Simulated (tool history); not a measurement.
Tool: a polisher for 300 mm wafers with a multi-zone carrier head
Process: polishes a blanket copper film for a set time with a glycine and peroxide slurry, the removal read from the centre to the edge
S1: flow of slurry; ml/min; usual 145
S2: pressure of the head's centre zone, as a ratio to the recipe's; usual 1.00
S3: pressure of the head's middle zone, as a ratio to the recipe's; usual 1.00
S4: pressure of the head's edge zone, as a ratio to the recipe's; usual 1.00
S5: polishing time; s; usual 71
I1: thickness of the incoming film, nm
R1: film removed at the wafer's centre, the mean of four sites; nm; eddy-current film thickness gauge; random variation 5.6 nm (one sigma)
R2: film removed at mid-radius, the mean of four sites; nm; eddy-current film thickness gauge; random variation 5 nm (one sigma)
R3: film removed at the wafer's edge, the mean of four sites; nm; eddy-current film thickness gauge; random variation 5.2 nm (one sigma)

run 1 hour=0.0 | S1=145 S2=1.00 S3=1.00 S4=1.00 S5=71 | I1=1301.5 | R1=417.9 R2=402.1 R3=402.0
run 2 hour=29.1 | S1=170 S2=1.00 S3=1.00 S4=1.00 S5=71 | I1=1320.1 | R1=426.2 R2=414.2 R3=406.8
run 3 hour=44.7 | S1=145 S2=1.00 S3=1.00 S4=1.00 S5=71 | I1=1315.3 | R1=420.5 R2=409.6 R3=400.2
run 4 hour=72.8 | S1=175 S2=1.00 S3=0.97 S4=1.00 S5=71 | I1=1332.7 | R1=415.8 R2=406.5 R3=405.8
run 5 hour=91.4 | S1=145 S2=1.12 S3=1.00 S4=0.95 S5=71 | I1=1315.2 | R1=466.9 R2=411.2 R3=394.4
run 6 hour=108.3 | S1=145 S2=0.95 S3=1.04 S4=1.10 S5=83 | I1=1290.1 | R1=467.1 R2=488.3 R3=497.7
run 7 hour=134.4 | S1=145 S2=1.09 S3=1.05 S4=0.88 S5=88 | I1=1335.8 | R1=555.3 R2=525.0 R3=463.6
-- hour=151.1 worn pad replaced by a new one
run 8 hour=167.4 | S1=145 S2=1.00 S3=1.00 S4=1.00 S5=71 | I1=1327.3 | R1=398.0 R2=406.1 R3=407.2
run 9 hour=185.5 | S1=145 S2=1.00 S3=1.00 S4=1.00 S5=71 | I1=1311.5 | R1=411.5 R2=406.4 R3=406.2
run 10 hour=204.3 | S1=145 S2=1.00 S3=1.00 S4=1.00 S5=71 | I1=1324.0 | R1=404.9 R2=414.1 R3=405.5
run 11 hour=221.4 | S1=145 S2=1.00 S3=1.00 S4=1.00 S5=71 | I1=1298.3 | R1=409.4 R2=403.8 R3=401.8
-- hour=244.9 centre zone pressure recalibrated
run 12 hour=246.4 | S1=145 S2=0.96 S3=1.00 S4=0.89 S5=71 | I1=1311.6 | R1=389.6 R2=413.9 R3=374.9
run 13 hour=268.3 | S1=145 S2=1.00 S3=1.10 S4=1.00 S5=86 | I1=1287.6 | R1=502.0 R2=525.4 R3=481.3
-- hour=283.4 carrier head's membrane replaced by a new one
run 14 hour=299.6 | S1=190 S2=1.09 S3=1.00 S4=1.00 S5=71 | I1=1290.4 | R1=478.2 R2=427.9 R3=411.4
-- hour=318.1 worn pad replaced by a new one
run 15 hour=320.3 | S1=180 S2=1.00 S3=1.00 S4=1.00 S5=71 | I1=1321.0 | R1=418.7 R2=423.1 R3=416.7
run 16 hour=341.2 | S1=145 S2=1.00 S3=1.00 S4=1.00 S5=71 | I1=1321.0 | R1=404.1 R2=406.1 R3=398.5
run 17 hour=368.7 | S1=145 S2=1.09 S3=1.11 S4=1.00 S5=92 | I1=1313.7 | R1=572.2 R2=557.2 R3=523.9
run 18 hour=387.5 | S1=145 S2=1.00 S3=1.00 S4=1.00 S5=71 | I1=1292.8 | R1=404.0 R2=410.3 R3=396.4
run 19 hour=414.6 | S1=145 S2=1.00 S3=1.00 S4=1.00 S5=71 | I1=1304.7 | R1=413.9 R2=395.1 R3=398.9
run 20 hour=446.4 | S1=145 S2=1.00 S3=1.00 S4=0.94 S5=85 | I1=1316.2 | R1=489.5 R2=495.5 R3=468.5
run 21 hour=470.3 | S1=145 S2=1.00 S3=1.00 S4=1.00 S5=71 | I1=1321.0 | R1=419.0 R2=404.5 R3=406.9
run 22 hour=488.3 | S1=170 S2=1.00 S3=1.00 S4=0.97 S5=71 | I1=1320.5 | R1=436.1 R2=413.9 R3=397.2
-- hour=511.1 worn pad replaced by a new one
run 23 hour=511.6 | S1=145 S2=0.91 S3=1.11 S4=1.12 S5=95 | I1=1307.2 | R1=506.8 R2=582.7 R3=577.6

Forecast each of these 3 alternatives for the next run:
run A hour=512.1 | S1=145 S2=1.00 S3=1.00 S4=0.90 S5=71 | I1=1321.3 | R1=? R2=? R3=?
run B hour=512.1 | S1=120 S2=1.10 S3=1.08 S4=1.04 S5=71 | I1=1321.3 | R1=? R2=? R3=?
run C hour=512.1 | S1=145 S2=1.00 S3=1.00 S4=1.00 S5=54 | I1=1321.3 | R1=? R2=? R3=?

run=A R1=411.5 R2=406.5 R3=375.4
run=B R1=437.9 R2=416.9 R3=393.1
run=C R1=313.0 R2=309.1 R3=300.0
Without the tool's hidden state the same runs would have given:
run=A R1=411.5 R2=406.5 R3=375.4
run=B R1=437.9 R2=416.9 R3=393.1
run=C R1=313.0 R2=309.1 R3=300.0

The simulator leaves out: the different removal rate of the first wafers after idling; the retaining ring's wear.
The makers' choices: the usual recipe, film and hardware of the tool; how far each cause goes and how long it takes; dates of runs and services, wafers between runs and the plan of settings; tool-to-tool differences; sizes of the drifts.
